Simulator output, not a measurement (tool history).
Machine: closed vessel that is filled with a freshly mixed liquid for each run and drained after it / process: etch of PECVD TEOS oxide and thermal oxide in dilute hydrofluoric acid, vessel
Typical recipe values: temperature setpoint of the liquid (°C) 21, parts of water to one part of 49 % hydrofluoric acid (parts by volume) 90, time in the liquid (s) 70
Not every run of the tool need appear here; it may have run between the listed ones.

run	hour	temperature setpoint of the liquid (°C)	parts of water to one part of 49 % hydrofluoric acid (parts by volume)	time in the liquid (s)	wafers since the last listed run	hours since the thermometer was replaced	hours since the hydrofluoric acid flow meter was replaced	hours since the gauge calibration	read-back film thickness of the PECVD TEOS oxide reference wafer, read on the same gauge (nm)	read-back film thickness of the thermal oxide reference wafer, read on the same gauge (nm)	thickness taken off the PECVD TEOS oxide on a monitor wafer (Å)	thickness taken off the thermal oxide on a monitor wafer (Å)
1	0	21	90	70	0	809.1	1616.5	531.2	39.99	140.002	123	32.6
2	84.7	21	90	70	11395	893.8	1701.2	615.9	39.97	139.983	126.1	33.59
3	185.4	21	90	70	13548	994.5	1801.9	716.6	40	140.015	124.6	34.15
4	234.4	21	90	70	6592	1043.5	1850.9	765.6	39.99	140.005	124.9	34.2
5	282.5	24	90	45	6471	1091.6	1899	813.7	39.99	139.999	91.6	24.76
6	329.2	24	90	45	6283	1138.3	1945.7	860.4	39.97	139.993	91.6	24.6
7	408.9	21	90	70	10723	1218	2025.4	940.1	40	139.982	127.4	34.22
8	513.2	21	90	70	14033	1322.3	2129.7	1044.4	39.99	140	126.8	34.06
# hour 585.9: hydrofluoric acid flow meter replaced
# hour 595: thermometer replaced
9	619.2	21	90	70	13992	24.2	33.3	1150.4	40	140.016	119.3	31.9
10	699.2	21	90	70	10763	104.2	113.3	1230.4	39.99	140.019	119.3	31.76
11	874.5	21	90	70	23585	279.5	288.6	1405.7	40.02	140.01	120.5	32.22
12	920.7	21	90	70	6215	325.7	334.8	1451.9	40	139.987	120.1	32.03
13	1020	24	75	70	13360	425	434.1	1551.2	39.98	140.01	165.8	44.38
14	1097.6	24	90	45	10440	502.6	511.7	1628.8	40.02	140.021	87.4	24.18
15	1181.5	19.5	75	70	11288	586.5	595.6	1712.7	40.02	139.969	139.6	37.42
# hour 1202.9: gauge calibrated
16	1283	25	50	45	13656	688	697.1	80.1	40.01	140.005	175	47.54
17	1320.2	21	90	70	5005	725.2	734.3	117.3	40.03	140.008	122.1	33.19
18	1404.2	26	90	30	11301	809.2	818.3	201.3	40.02	139.981	64.6	17.27
19	1499.3	19	65	70	12795	904.3	913.4	296.4	40	139.986	162.2	43.17
20	1541.5	21	90	70	5677	946.5	955.6	338.6	40.03	140.02	123	33.15
21	1627.9	25.5	90	70	11624	1032.9	1042	425	39.98	139.999	146.9	40.57
22	1664.9	21	90	70	4978	1069.9	1079	462	39.98	140.012	122.7	33.95
23	1760.3	23	55	50	12835	1165.3	1174.4	557.4	40.01	140.014	163.9	44.07
24	1875.3	17	130	55	15472	1280.3	1289.4	672.4	39.98	140.01	55.8	15.15
25	1942.2	21	90	45	9001	1347.2	1356.3	739.3	40	140.03	80.4	21.9

Forecast each of these 5 alternatives for the next run:
A	1942.9	21	90	35	94	1347.9	1357	740	?	?	?	?
B	1942.9	24.5	50	30	94	1347.9	1357	740	?	?	?	?
C	1942.9	21	130	105	94	1347.9	1357	740	?	?	?	?
D	1942.9	17	55	30	94	1347.9	1357	740	?	?	?	?
E	1942.9	21	135	70	94	1347.9	1357	740	?	?	?	?

run	read-back film thickness of the PECVD TEOS oxide reference wafer, read on the same gauge (nm)	read-back film thickness of the thermal oxide reference wafer, read on the same gauge (nm)	thickness taken off the PECVD TEOS oxide on a monitor wafer (Å)	thickness taken off the thermal oxide on a monitor wafer (Å)
A	39.98	139.989	62.8	16.58
B	39.98	139.989	117.5	31.03
C	39.98	139.989	124.6	32.91
D	39.98	139.989	77.5	20.48
E	39.98	139.989	79.5	21.01
What these runs would have given with no unlogged condition in the tool:
run	thickness taken off the PECVD TEOS oxide on a monitor wafer (Å)	thickness taken off the thermal oxide on a monitor wafer (Å)
A	59.2	15.62
B	110.7	29.25
C	117.4	31.02
D	72.9	19.26
E	75	19.81

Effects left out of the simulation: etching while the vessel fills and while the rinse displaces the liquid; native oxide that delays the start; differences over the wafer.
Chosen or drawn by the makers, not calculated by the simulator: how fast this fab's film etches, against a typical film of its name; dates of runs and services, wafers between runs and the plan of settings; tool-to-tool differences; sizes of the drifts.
